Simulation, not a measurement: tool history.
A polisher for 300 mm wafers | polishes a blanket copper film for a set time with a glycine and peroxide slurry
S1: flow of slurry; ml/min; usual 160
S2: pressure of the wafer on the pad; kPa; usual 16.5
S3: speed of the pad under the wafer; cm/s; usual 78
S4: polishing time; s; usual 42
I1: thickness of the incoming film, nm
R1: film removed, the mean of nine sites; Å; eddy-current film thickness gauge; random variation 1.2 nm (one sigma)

run   hour   S1    S2   S3  S4      I1    R1
  1    0.0  160  16.5   78  32  2310.8  1411
  2   28.9  160  16.5   78  32  2321.4  1382
  3   50.6  160  16.5   78  32  2323.9  1371
  4   74.1  160  16.5   78  42  2353.4  1781
  5  105.0  160  16.5   78  42  2291.1  1782
  6  121.1  160  16.5   78  42  2354.1  1762
     128.6  -- worn pad replaced by a new one
  7  135.5  160  16.5   88  42  2354.6  2027
  8  169.1  160  16.5   88  42  2372.2  1994
  9  200.5  160  16.5   78  42  2337.0  1820
 10  221.1  160  16.5   78  42  2317.2  1771
 11  255.8  160  16.5   78  42  2321.3  1747
 12  275.6  160  16.5   78  42  2335.4  1749
     281.5  -- worn pad replaced by a new one
 13  309.3  160  16.5   78  42  2329.1  1837
     324.2  -- head pressure recalibrated
 14  325.0  160  16.5   78  42  2281.8  1851
 15  367.3  150  16.5   78  42  2348.1  1770
 16  380.7  160  16.5   78  42  2331.7  1778
     384.9  -- slurry nozzle cleaned
 17  403.2  160  16.5   78  42  2344.7  1754
     435.7  -- worn pad replaced by a new one
 18  436.2  160  16.5   78  42  2340.8  1848
 19  453.7  160  11.7   60  42  2297.1  1201
 20  469.6  125  16.5  102  42  2320.1  2172
 21  485.2  160  16.5   78  42  2359.0  1831
 22  501.3  185  22.1   88  42  2285.5  2525
 23  517.8  120  16.5   78  54  2316.9  2210
 24  533.5  105  19.3   98  56  2298.2  3015
 25  551.1  190  18.6   78  42  2296.1  1988
 26  567.9  160  21.4   52  47  2370.3  1793
     585.2  -- worn pad replaced by a new one
 27  593.1  175  11.7   94  49  2347.1  1918
 28  620.1  105  19.3   98  56  2283.1  3041
 29  650.4  145  11.7   78  55  2336.7  1804
 30  683.0  160  16.5   78  42  2331.5  1780
 31  699.4  160  16.5   78  54  2362.7  2300
     727.9  -- worn pad replaced by a new one
 32  728.4  160  20.7  102  42  2325.9  2685
 33  764.1  160  16.5   78  42  2272.8  1815
 34  796.9  135  13.1   60  42  2366.2  1227

The same runs without the tool's hidden state, with the same run-to-run variation:
The hidden state here: removal rate lost through wear of the pad, %; slurry flow missing at the pad, %; deviation of the head's pressure from its setpoint, %.
run    R1
  1  1424
  2  1410
  3  1410
  4  1847
  5  1869
  6  1859
  7  2039
  8  2030
  9  1874
 10  1838
 11  1835
 12  1852
 13  1856
 14  1880
 15  1825
 16  1843
 17  1833
 18  1849
 19  1209
 20  2199
 21  1864
 22  2585
 23  2276
 24  3123
 25  2073
 26  1881
 27  1933
 28  3094
 29  1855
 30  1852
 31  2408
 32  2717
 33  1861
 34  1273
